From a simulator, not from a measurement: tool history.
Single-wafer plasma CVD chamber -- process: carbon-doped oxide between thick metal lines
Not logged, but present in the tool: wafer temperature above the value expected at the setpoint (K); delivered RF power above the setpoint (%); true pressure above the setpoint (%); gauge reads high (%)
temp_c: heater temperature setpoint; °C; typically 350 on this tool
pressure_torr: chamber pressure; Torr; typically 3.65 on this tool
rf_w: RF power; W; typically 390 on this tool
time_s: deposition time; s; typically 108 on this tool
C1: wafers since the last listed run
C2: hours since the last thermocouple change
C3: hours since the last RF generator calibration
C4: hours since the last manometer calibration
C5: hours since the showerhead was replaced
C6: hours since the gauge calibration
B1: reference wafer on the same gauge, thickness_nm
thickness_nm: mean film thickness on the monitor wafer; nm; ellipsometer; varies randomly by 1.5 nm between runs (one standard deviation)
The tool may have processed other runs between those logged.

Run 1, hour 0.0: usual settings but pressure_torr 3.83 Torr; C1 0; C2 1737.8; C3 473.6; C4 113.7; C5 3123.6; C6 412.8; B1 425.052. Result: thickness_nm 449.243 nm.
Run 2, hour 57.1: usual settings but pressure_torr 3.83 Torr; C1 987; C2 1794.9; C3 530.7; C4 170.8; C5 3180.7; C6 469.9; B1 424.997. Result: thickness_nm 445.827 nm.
Run 3, hour 114.2: usual settings but time_s 91 s; C1 987; C2 1852.0; C3 587.8; C4 227.9; C5 3237.8; C6 527.0; B1 424.892. Result: thickness_nm 376.603 nm.
Run 4, hour 169.9: usual settings; C1 963; C2 1907.7; C3 643.5; C4 283.6; C5 3293.5; C6 582.7; B1 425.021. Result: thickness_nm 445.269 nm.
Run 5, hour 261.5: usual settings; C1 1584; C2 1999.3; C3 735.1; C4 375.2; C5 3385.1; C6 674.3; B1 424.980. Result: thickness_nm 440.395 nm.
Run 6, hour 310.5: usual settings; C1 847; C2 2048.3; C3 784.1; C4 424.2; C5 3434.1; C6 723.3; B1 425.163. Result: thickness_nm 441.463 nm.
Run 7, hour 409.6: usual settings; C1 1714; C2 2147.4; C3 883.2; C4 523.3; C5 3533.2; C6 822.4; B1 425.080. Result: thickness_nm 439.980 nm.
Run 8, hour 466.5: usual settings; C1 984; C2 2204.3; C3 940.1; C4 580.2; C5 3590.1; C6 879.3; B1 424.839. Result: thickness_nm 438.848 nm.
Run 9, hour 510.9: usual settings but temp_c 357 °C; C1 767; C2 2248.7; C3 984.5; C4 624.6; C5 3634.5; C6 923.7; B1 424.927. Result: thickness_nm 433.650 nm.
Run 10, hour 597.1: usual settings but temp_c 357 °C; C1 1490; C2 2334.9; C3 1070.7; C4 710.8; C5 3720.7; C6 1009.9; B1 424.803. Result: thickness_nm 433.042 nm.
Run 11, hour 638.5: usual settings; C1 716; C2 2376.3; C3 1112.1; C4 752.2; C5 3762.1; C6 1051.3; B1 424.780. Result: thickness_nm 435.457 nm.
Run 12, hour 693.6: usual settings but temp_c 347 °C; C1 952; C2 2431.4; C3 1167.2; C4 807.3; C5 3817.2; C6 1106.4; B1 424.921. Result: thickness_nm 441.304 nm.
Run 13, hour 799.0: usual settings but temp_c 340 °C; C1 1822; C2 2536.8; C3 1272.6; C4 912.7; C5 3922.6; C6 1211.8; B1 425.066. Result: thickness_nm 443.796 nm.
At hour 820.6: RF generator calibrated.
Run 14, hour 883.3: usual settings but temp_c 337 °C, pressure_torr 3.24 Torr, rf_w 350 W, time_s 86 s; C1 1319; C2 2621.1; C3 62.7; C4 997.0; C5 4006.9; C6 1296.1; B1 424.979. Result: thickness_nm 329.653 nm.
Run 15, hour 949.8: usual settings but temp_c 346 °C; C1 1150; C2 2687.6; C3 129.2; C4 1063.5; C5 4073.4; C6 1362.6; B1 424.931. Result: thickness_nm 450.736 nm.
Run 16, hour 1054.5: usual settings but temp_c 339 °C, time_s 102 s; C1 1810; C2 2792.3; C3 233.9; C4 1168.2; C5 4178.1; C6 1467.3; B1 425.075. Result: thickness_nm 436.118 nm.
At hour 1144.7: capacitance manometer re-zeroed and calibrated.
At hour 1248.2: gauge calibrated.
Run 17, hour 1298.4: usual settings but pressure_torr 3.20 Torr, time_s 124 s; C1 4080; C2 3036.2; C3 477.8; C4 153.7; C5 4422.0; C6 50.2; B1 425.078. Result: thickness_nm 508.283 nm.
Run 18, hour 1341.0: usual settings but temp_c 342 °C, rf_w 325 W, time_s 121 s; C1 736; C2 3078.8; C3 520.4; C4 196.3; C5 4464.6; C6 92.8; B1 425.009. Result: thickness_nm 424.477 nm.
Run 19, hour 1384.6: usual settings but pressure_torr 4.09 Torr, rf_w 345 W, time_s 121 s; C1 754; C2 3122.4; C3 564.0; C4 239.9; C5 4508.2; C6 136.4; B1 424.882. Result: thickness_nm 446.332 nm.
Run 20, hour 1491.5: usual settings; C1 1848; C2 3229.3; C3 670.9; C4 346.8; C5 4615.1; C6 243.3; B1 424.890. Result: thickness_nm 445.513 nm.
Run 21, hour 1583.7: usual settings but temp_c 365 °C, rf_w 315 W, time_s 125 s; C1 1594; C2 3321.5; C3 763.1; C4 439.0; C5 4707.3; C6 335.5; B1 425.142. Result: thickness_nm 401.369 nm.
At hour 1656.0: showerhead replaced.
At hour 1659.0: thermocouple changed; heater temperature recalibrated.
Run 22, hour 1659.5: usual settings but temp_c 339 °C, time_s 102 s; C1 1120; C2 0.5; C3 838.9; C4 514.8; C5 3.5; C6 411.3; B1 425.041. Result: thickness_nm 430.272 nm.
Run 23, hour 1766.6: usual settings; C1 1852; C2 107.6; C3 946.0; C4 621.9; C5 110.6; C6 518.4; B1 425.045. Result: thickness_nm 439.824 nm.
Run 24, hour 1848.3: usual settings but temp_c 339 °C, time_s 102 s; C1 1413; C2 189.3; C3 1027.7; C4 703.6; C5 192.3; C6 600.1; B1 424.930. Result: thickness_nm 424.084 nm.
Run 25, hour 1946.1: usual settings but temp_c 337 °C, pressure_torr 3.17 Torr, rf_w 440 W, time_s 115 s; C1 1691; C2 287.1; C3 1125.5; C4 801.4; C5 290.1; C6 697.9; B1 425.110. Result: thickness_nm 534.015 nm.
Run 26, hour 2005.3: usual settings; C1 1023; C2 346.3; C3 1184.7; C4 860.6; C5 349.3; C6 757.1; B1 424.904. Result: thickness_nm 437.888 nm.
At hour 2071.8: RF generator calibrated.
Run 27, hour 2081.3: usual settings but time_s 126 s; C1 1176; C2 422.3; C3 9.5; C4 936.6; C5 425.3; C6 833.1; B1 425.190. Result: thickness_nm 519.506 nm.

How would selected steps in thickness_nm from run to run divide? Give the signed amount a tool lacking its hidden state would still show from settings, what came in and random variation, and the signed amount left for the hidden state, including any gauge scatter that is not in both of the compared results.
Run 13 -> 14: temp_c 340 -> 337, pressure_torr 3.65 -> 3.24, rf_w 390 -> 350, time_s 108 -> 86, RF generator calibrated. thickness_nm -114.143 nm: hidden state +14.818, all else -128.961.
Run 14 -> 15: temp_c 337 -> 346, pressure_torr 3.24 -> 3.65, rf_w 350 -> 390, time_s 86 -> 108. thickness_nm +121.083 nm: hidden state -0.428, all else +121.511.
Run 26 -> 27: time_s 108 -> 126, RF generator calibrated. thickness_nm +81.618 nm: hidden state +7.619, all else +73.999.
